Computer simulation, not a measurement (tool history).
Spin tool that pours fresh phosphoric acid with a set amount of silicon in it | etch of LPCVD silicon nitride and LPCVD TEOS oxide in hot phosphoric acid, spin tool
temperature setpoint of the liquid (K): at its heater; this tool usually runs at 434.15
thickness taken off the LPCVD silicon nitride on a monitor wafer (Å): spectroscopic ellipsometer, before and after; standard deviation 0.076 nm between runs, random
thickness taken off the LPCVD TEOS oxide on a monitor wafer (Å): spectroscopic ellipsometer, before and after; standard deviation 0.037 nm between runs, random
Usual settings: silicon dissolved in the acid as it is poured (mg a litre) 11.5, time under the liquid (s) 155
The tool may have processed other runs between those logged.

run,hour,temperature setpoint of the liquid (K),silicon dissolved in the acid as it is poured (mg a litre),time under the liquid (s),wafers since the last listed run,hours since the thermometer was replaced,hours since the dissolved silicon flow meter was replaced,hours since the heated supply line was repaired,hours since the gauge calibration,"read-back film thickness of the LPCVD silicon nitride reference wafer, read on the same gauge (nm)","read-back film thickness of the LPCVD TEOS oxide reference wafer, read on the same gauge (nm)",thickness taken off the LPCVD silicon nitride on a monitor wafer (Å),thickness taken off the LPCVD TEOS oxide on a monitor wafer (Å)
1,0.0,434.15,11.5,120,0,2612.1,435.4,162.2,3083.5,119.98,120.034,114.2,2.64
2,41.3,434.15,11.5,155,305,2653.4,476.7,203.5,3124.8,120.01,120.005,147.1,5.18
# hour 80.0: thermometer replaced
3,148.1,434.15,11.5,115,782,68.1,583.5,310.3,3231.6,119.99,120.012,109.2,3.06
# hour 214.4: gauge calibrated
4,225.5,434.15,14.0,225,572,145.5,660.9,387.7,11.1,120.00,120.064,213.7,5.39
5,261.8,434.15,11.5,185,268,181.8,697.2,424.0,47.4,119.99,120.010,174.9,4.80
6,339.9,434.15,11.5,115,577,259.9,775.3,502.1,125.5,120.00,120.004,109.8,3.46
7,432.5,432.15,5.0,205,684,352.5,867.9,594.7,218.1,120.00,119.967,182.0,4.94
8,473.0,433.15,19.0,205,299,393.0,908.4,635.2,258.6,120.00,119.950,188.1,4.58
9,557.4,436.65,19.5,115,624,477.4,992.8,719.6,343.0,119.98,119.997,118.2,2.77
10,636.3,435.15,15.0,155,583,556.3,1071.7,798.5,421.9,119.99,120.033,152.1,3.66
11,678.6,431.15,18.5,180,312,598.6,1114.0,840.8,464.2,120.00,120.065,155.1,3.36
12,782.1,437.15,11.5,120,765,702.1,1217.5,944.3,567.7,120.01,119.998,124.7,4.23
13,831.6,435.15,18.5,110,366,751.6,1267.0,993.8,617.2,120.02,119.965,106.8,2.54
14,937.4,432.15,16.5,85,782,857.4,1372.8,1099.6,723.0,120.01,120.020,74.8,1.52
15,1029.6,434.15,6.0,155,681,949.6,1465.0,1191.8,815.2,119.99,120.007,145.6,4.58
16,1100.6,434.15,11.5,210,525,1020.6,1536.0,1262.8,886.2,120.00,119.981,197.9,6.18
17,1175.7,431.65,5.0,155,555,1095.7,1611.1,1337.9,961.3,119.99,120.019,134.4,4.15
18,1234.1,433.15,15.0,190,431,1154.1,1669.5,1396.3,1019.7,120.00,119.975,173.5,4.53
19,1277.9,434.15,16.0,250,323,1197.9,1713.3,1440.1,1063.5,120.00,120.027,235.7,6.08
20,1381.4,436.15,11.5,80,765,1301.4,1816.8,1543.6,1167.0,119.99,119.971,80.3,2.48
21,1481.9,434.15,5.0,205,743,1401.9,1917.3,1644.1,1267.5,120.00,119.963,191.9,5.92
22,1550.0,436.15,11.5,80,503,1470.0,1985.4,1712.2,1335.6,120.00,120.026,79.5,2.52

Branching from run 22: 4 alternative next runs. What would each branch give?
A,1550.5,434.15,11.5,155,3,1470.5,1985.9,1712.7,1336.1,?,?,?,?
B,1550.5,432.65,11.5,240,3,1470.5,1985.9,1712.7,1336.1,?,?,?,?
C,1550.5,436.65,11.5,155,3,1470.5,1985.9,1712.7,1336.1,?,?,?,?
D,1550.5,434.15,16.0,155,3,1470.5,1985.9,1712.7,1336.1,?,?,?,?

run,"read-back film thickness of the LPCVD silicon nitride reference wafer, read on the same gauge (nm)","read-back film thickness of the LPCVD TEOS oxide reference wafer, read on the same gauge (nm)",thickness taken off the LPCVD silicon nitride on a monitor wafer (Å),thickness taken off the LPCVD TEOS oxide on a monitor wafer (Å)
A,120.00,119.995,145.1,3.65
B,120.00,119.995,213.7,5.06
C,120.00,119.995,157.8,4.39
D,120.00,119.995,145.1,3.27
The same runs, with their run-to-run variation unchanged, on a tool lacking any hidden condition would have given:
run,thickness taken off the LPCVD silicon nitride on a monitor wafer (Å),thickness taken off the LPCVD TEOS oxide on a monitor wafer (Å)
A,148.6,3.85
B,218.8,5.33
C,161.4,4.62
D,148.6,3.45
